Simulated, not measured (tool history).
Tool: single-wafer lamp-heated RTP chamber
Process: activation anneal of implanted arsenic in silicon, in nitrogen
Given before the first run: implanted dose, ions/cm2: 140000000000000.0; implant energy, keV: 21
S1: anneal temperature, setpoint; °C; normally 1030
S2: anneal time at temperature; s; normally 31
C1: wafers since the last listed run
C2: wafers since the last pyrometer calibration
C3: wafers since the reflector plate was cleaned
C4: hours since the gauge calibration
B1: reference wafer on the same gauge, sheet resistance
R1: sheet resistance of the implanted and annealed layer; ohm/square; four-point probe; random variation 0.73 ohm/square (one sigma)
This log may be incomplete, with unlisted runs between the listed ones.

run	hour	S1	S2	C1	C2	C3	C4	B1	R1
1	0.0	1030	24	0	852	11316	639.8	549.25	485.97
2	14.8	1030	24	150	1002	11466	654.6	549.02	485.64
3	81.6	1053	31	677	1679	12143	721.4	548.90	479.68
4	117.4	1030	31	362	2042	12506	757.2	549.01	483.38
5	139.8	1030	31	227	2269	12733	779.6	549.59	485.20
6	152.9	1030	31	132	2402	12866	792.7	548.44	484.21
7	178.2	1030	31	256	2658	13122	818.0	549.15	485.44
8	212.6	1030	31	348	3007	13471	852.4	549.09	484.64
9	282.2	1030	31	705	3712	14176	922.0	549.21	485.66
10	305.7	1030	31	238	3950	14415	945.5	548.92	486.11
11	334.9	1030	31	295	4246	14711	974.7	549.01	486.32
12	362.9	1030	31	283	4530	14995	1002.7	549.24	484.53
# hour 363.5: gauge calibrated
13	379.7	1030	31	170	4701	15165	16.2	549.59	484.38
# hour 400.4: reflector plate cleaned
# hour 411.1: pyrometer window cleaned and pyrometer calibrated
14	411.6	1030	31	161	4	32	48.1	548.94	485.81
15	437.3	1030	31	260	265	292	73.8	549.43	484.95
16	472.1	1030	31	352	618	645	108.6	548.90	483.56
17	490.4	1030	31	185	803	830	126.9	548.82	483.87
18	504.2	1006	39	139	943	970	140.7	548.91	485.54
19	529.9	1030	20	260	1204	1231	166.4	549.59	487.57
20	613.2	1041	22	844	2048	2075	249.7	548.91	485.11
21	645.5	1030	49	327	2375	2403	282.0	548.84	480.10
22	665.6	1030	31	203	2579	2606	302.1	549.14	484.78
23	700.3	1030	31	351	2931	2958	336.8	548.97	484.42
24	769.1	1001	37	697	3628	3655	405.6	548.78	486.79
25	792.2	1021	31	234	3862	3890	428.7	549.31	486.50
26	807.8	1017	40	158	4021	4048	444.3	549.02	484.92
27	837.2	1030	31	298	4319	4346	473.7	548.56	483.84
# hour 846.4: pyrometer window cleaned and pyrometer calibrated
28	857.9	1040	39	128	116	4475	494.4	549.01	479.55
29	884.4	1004	46	268	385	4743	520.9	549.38	484.67
30	911.8	1030	31	277	662	5021	548.3	549.09	485.04
31	934.4	1040	16	229	892	5250	570.9	548.87	486.37
32	965.4	1038	16	314	1206	5564	601.9	548.52	488.12
33	979.5	1042	46	142	1349	5707	616.0	549.01	479.02
34	1011.1	1005	23	320	1669	6028	647.6	549.21	488.44
35	1041.3	1030	31	306	1975	6334	677.8	548.64	484.76
36	1120.3	1000	21	800	2776	7134	756.8	548.69	489.04
37	1134.3	1005	24	141	2918	7276	770.8	548.95	490.26

Take each entry between the runs: how does the hidden state at the last listed run before it differ from the hidden state at the first listed run after it?
Runs 12 to 13: gauge calibrated (hour 363.5)
  no hidden state differs between the two runs
Runs 13 to 14: reflector plate cleaned (hour 400.4); pyrometer window cleaned and pyrometer calibrated (hour 411.1)
  no hidden state differs between the two runs
Runs 27 to 28: pyrometer window cleaned and pyrometer calibrated (hour 846.4)
  no hidden state differs between the two runs
